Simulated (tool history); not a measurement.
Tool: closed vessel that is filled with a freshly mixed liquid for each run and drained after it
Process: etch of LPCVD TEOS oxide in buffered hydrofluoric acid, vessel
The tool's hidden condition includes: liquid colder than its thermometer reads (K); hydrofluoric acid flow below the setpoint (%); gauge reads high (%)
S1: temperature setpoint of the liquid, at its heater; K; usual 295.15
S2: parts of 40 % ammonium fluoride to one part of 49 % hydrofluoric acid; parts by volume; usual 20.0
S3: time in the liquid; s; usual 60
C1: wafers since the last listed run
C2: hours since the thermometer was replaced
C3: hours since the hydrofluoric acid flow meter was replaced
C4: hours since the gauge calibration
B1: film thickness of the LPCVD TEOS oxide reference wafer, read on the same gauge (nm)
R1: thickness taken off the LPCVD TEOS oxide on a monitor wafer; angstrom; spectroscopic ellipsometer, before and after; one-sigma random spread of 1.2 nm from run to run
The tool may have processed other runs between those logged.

| run | hour | S1 | S2 | S3 | C1 | C2 | C3 | C4 | B1 | R1 |
|---|---|---|---|---|---|---|---|---|---|---|
| 1 | 0.0 | 298.65 | 20.0 | 60 | 0 | 966.7 | 1143.5 | 99.4 | 120.00 | 1619.5 |
| 2 | 8.8 | 295.15 | 20.0 | 60 | 1072 | 975.5 | 1152.3 | 108.2 | 120.01 | 1317.9 |
| 3 | 18.5 | 295.15 | 20.0 | 60 | 1182 | 985.2 | 1162.0 | 117.9 | 120.02 | 1346.5 |
| 4 | 27.4 | 295.15 | 20.0 | 60 | 1084 | 994.1 | 1170.9 | 126.8 | 119.99 | 1347.7 |
| 5 | 45.0 | 295.15 | 20.0 | 60 | 2145 | 1011.7 | 1188.5 | 144.4 | 120.03 | 1339.5 |
| 6 | 51.5 | 295.15 | 20.0 | 60 | 792 | 1018.2 | 1195.0 | 150.9 | 119.98 | 1356.6 |
| 7 | 65.2 | 297.15 | 20.0 | 60 | 1669 | 1031.9 | 1208.7 | 164.6 | 120.00 | 1528.0 |
| 8 | 81.6 | 295.15 | 20.0 | 60 | 1998 | 1048.3 | 1225.1 | 181.0 | 119.97 | 1357.9 |
| 9 | 92.2 | 295.15 | 20.0 | 60 | 1292 | 1058.9 | 1235.7 | 191.6 | 120.04 | 1328.3 |
| 10 | 102.9 | 295.15 | 20.0 | 40 | 1304 | 1069.6 | 1246.4 | 202.3 | 120.05 | 878.6 |
| 11 | 120.9 | 295.15 | 20.0 | 40 | 2193 | 1087.6 | 1264.4 | 220.3 | 120.02 | 890.9 |
|  | 123.1 | gauge calibrated |
| 12 | 133.0 | 292.15 | 20.0 | 60 | 1474 | 1099.7 | 1276.5 | 9.9 | 120.03 | 1132.2 |
| 13 | 150.0 | 295.15 | 20.0 | 60 | 2072 | 1116.7 | 1293.5 | 26.9 | 120.00 | 1346.0 |
| 14 | 164.1 | 295.15 | 20.0 | 60 | 1718 | 1130.8 | 1307.6 | 41.0 | 120.04 | 1340.3 |
| 15 | 178.0 | 295.15 | 20.0 | 60 | 1694 | 1144.7 | 1321.5 | 54.9 | 119.98 | 1350.9 |
| 16 | 191.7 | 297.65 | 25.0 | 60 | 1669 | 1158.4 | 1335.2 | 68.6 | 119.98 | 1338.4 |
| 17 | 202.2 | 297.65 | 28.0 | 60 | 1279 | 1168.9 | 1345.7 | 79.1 | 120.01 | 1224.4 |
| 18 | 214.0 | 290.65 | 15.0 | 70 | 1438 | 1180.7 | 1357.5 | 90.9 | 119.97 | 1618.4 |
| 19 | 228.4 | 293.65 | 20.0 | 40 | 1755 | 1195.1 | 1371.9 | 105.3 | 119.97 | 820.2 |
| 20 | 243.4 | 295.15 | 20.0 | 75 | 1828 | 1210.1 | 1386.9 | 120.3 | 120.01 | 1680.1 |
|  | 245.6 | thermometer replaced |
| 21 | 260.7 | 295.15 | 20.0 | 60 | 1986 | 15.1 | 1404.2 | 137.6 | 120.00 | 1360.1 |
| 22 | 268.6 | 299.15 | 15.0 | 90 | 962 | 23.0 | 1412.1 | 145.5 | 120.00 | 3330.7 |
| 23 | 276.2 | 292.15 | 26.0 | 40 | 926 | 30.6 | 1419.7 | 153.1 | 119.99 | 629.1 |
|  | 288.2 | hydrofluoric acid flow meter replaced |
| 24 | 289.9 | 300.15 | 20.0 | 60 | 1547 | 44.3 | 1.7 | 166.8 | 119.98 | 1791.3 |
| 25 | 301.2 | 295.15 | 20.0 | 60 | 1377 | 55.6 | 13.0 | 178.1 | 120.00 | 1332.0 |
| 26 | 316.2 | 291.15 | 20.0 | 90 | 1828 | 70.6 | 28.0 | 193.1 | 120.04 | 1604.7 |
|  | 316.9 | gauge calibrated |
| 27 | 328.9 | 293.15 | 20.0 | 90 | 1547 | 83.3 | 40.7 | 12.0 | 120.00 | 1801.0 |
| 28 | 345.6 | 295.15 | 24.0 | 80 | 2035 | 100.0 | 57.4 | 28.7 | 119.98 | 1604.4 |
| 29 | 352.7 | 295.15 | 20.0 | 60 | 865 | 107.1 | 64.5 | 35.8 | 120.03 | 1351.4 |
| 30 | 359.5 | 295.15 | 20.0 | 95 | 828 | 113.9 | 71.3 | 42.6 | 119.96 | 2149.4 |
| 31 | 369.1 | 292.15 | 15.5 | 60 | 1170 | 123.5 | 80.9 | 52.2 | 120.03 | 1479.1 |
| 32 | 384.5 | 295.15 | 20.0 | 30 | 1877 | 138.9 | 96.3 | 67.6 | 120.03 | 682.6 |
| 33 | 394.3 | 295.15 | 20.0 | 60 | 1194 | 148.7 | 106.1 | 77.4 | 119.98 | 1347.2 |

Below are 4 alternative next runs, each starting from the tool's condition after run 33. Predict each:
| A | 395.0 | 295.15 | 20.0 | 35 | 85 | 149.4 | 106.8 | 78.1 | ? | ? |
| B | 395.0 | 295.15 | 17.5 | 80 | 85 | 149.4 | 106.8 | 78.1 | ? | ? |
| C | 395.0 | 299.15 | 22.0 | 40 | 85 | 149.4 | 106.8 | 78.1 | ? | ? |
| D | 395.0 | 292.65 | 26.0 | 45 | 85 | 149.4 | 106.8 | 78.1 | ? | ? |

| run | B1 | R1 |
|---|---|---|
| A | 119.98 | 784.5 |
| B | 119.98 | 2045.8 |
| C | 119.98 | 1045.4 |
| D | 119.98 | 731.8 |
Had the tool no hidden state, the same runs would have come out as:
| run | R1 |
|---|---|
| A | 784.5 |
| B | 2045.8 |
| C | 1045.4 |
| D | 731.8 |
